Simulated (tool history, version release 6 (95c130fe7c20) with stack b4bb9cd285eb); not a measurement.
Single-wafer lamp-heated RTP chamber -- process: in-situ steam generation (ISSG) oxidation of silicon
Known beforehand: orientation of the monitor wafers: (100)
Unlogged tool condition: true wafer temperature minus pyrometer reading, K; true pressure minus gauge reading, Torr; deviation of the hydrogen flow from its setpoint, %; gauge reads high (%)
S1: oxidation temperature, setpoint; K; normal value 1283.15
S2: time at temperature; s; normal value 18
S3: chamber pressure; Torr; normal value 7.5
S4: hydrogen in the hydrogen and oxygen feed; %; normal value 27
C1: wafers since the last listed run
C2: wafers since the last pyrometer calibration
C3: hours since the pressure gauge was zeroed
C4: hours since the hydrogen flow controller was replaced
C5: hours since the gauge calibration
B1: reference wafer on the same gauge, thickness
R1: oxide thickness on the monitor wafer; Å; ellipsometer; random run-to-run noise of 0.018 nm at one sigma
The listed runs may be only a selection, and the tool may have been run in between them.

Run 1, day 0: usual settings; C1 0; C2 5325; C3 3138; C4 5370.9; C5 451.3; B1 6.405. Result: R1 57.39 Å.
Run 2, day 3.304: usual settings; C1 927; C2 6252; C3 3217.3; C4 5450.2; C5 530.6; B1 6.394. Result: R1 57.68 Å.
At day 5.804: pyrometer window cleaned and pyrometer calibrated.
Run 3, day 5.958: usual settings but S4 24 %; C1 651; C2 43; C3 3281; C4 5513.9; C5 594.3; B1 6.407. Result: R1 54.83 Å.
Run 4, day 9.296: usual settings but S4 24 %; C1 936; C2 980; C3 3361.1; C4 5594; C5 674.4; B1 6.398. Result: R1 54.56 Å.
Run 5, day 12.079: usual settings but S4 24 %; C1 781; C2 1761; C3 3427.9; C4 5660.8; C5 741.2; B1 6.402. Result: R1 54.87 Å.
Run 6, day 13.654: usual settings but S3 8.5 Torr; C1 441; C2 2203; C3 3465.7; C4 5698.6; C5 779; B1 6.391. Result: R1 56.46 Å.
At day 15.483: gauge calibrated.
Run 7, day 17.096: usual settings; C1 965; C2 3168; C3 3548.3; C4 5781.2; C5 38.7; B1 6.396. Result: R1 56.98 Å.
At day 19.038: pressure gauge zeroed.
At day 19.658: hydrogen flow controller replaced.
Run 8, day 21.371: usual settings; C1 1012; C2 4181; C3 56; C4 41.1; C5 141.3; B1 6.395. Result: R1 57.45 Å.
Run 9, day 23.558: usual settings but S3 8.4 Torr; C1 613; C2 4795; C3 108.5; C4 93.6; C5 193.8; B1 6.401. Result: R1 57.32 Å.
At day 27.017: pyrometer window cleaned and pyrometer calibrated.
Run 10, day 27.833: usual settings; C1 1106; C2 228; C3 211.1; C4 196.2; C5 296.4; B1 6.409. Result: R1 56.25 Å.
Run 11, day 31.8: usual settings but S4 22 %; C1 1113; C2 1341; C3 306.3; C4 291.4; C5 391.6; B1 6.403. Result: R1 53.72 Å.
Run 12, day 36.154: usual settings; C1 1221; C2 2563; C3 410.8; C4 395.9; C5 496.1; B1 6.4. Result: R1 57.05 Å.

What will run 13 give?
Run 13, day 39.083: usual settings but S2 16 s, S4 32 %; C1 821; C2 3385; C3 481.1; C4 466.2; C5 566.4; B1 ?. Result: R1 ?.

Run 13 measured B1 6.399, R1 57.02 Å.
Minus the tool's unlogged condition, the same run would have read R1 55.83 Å.

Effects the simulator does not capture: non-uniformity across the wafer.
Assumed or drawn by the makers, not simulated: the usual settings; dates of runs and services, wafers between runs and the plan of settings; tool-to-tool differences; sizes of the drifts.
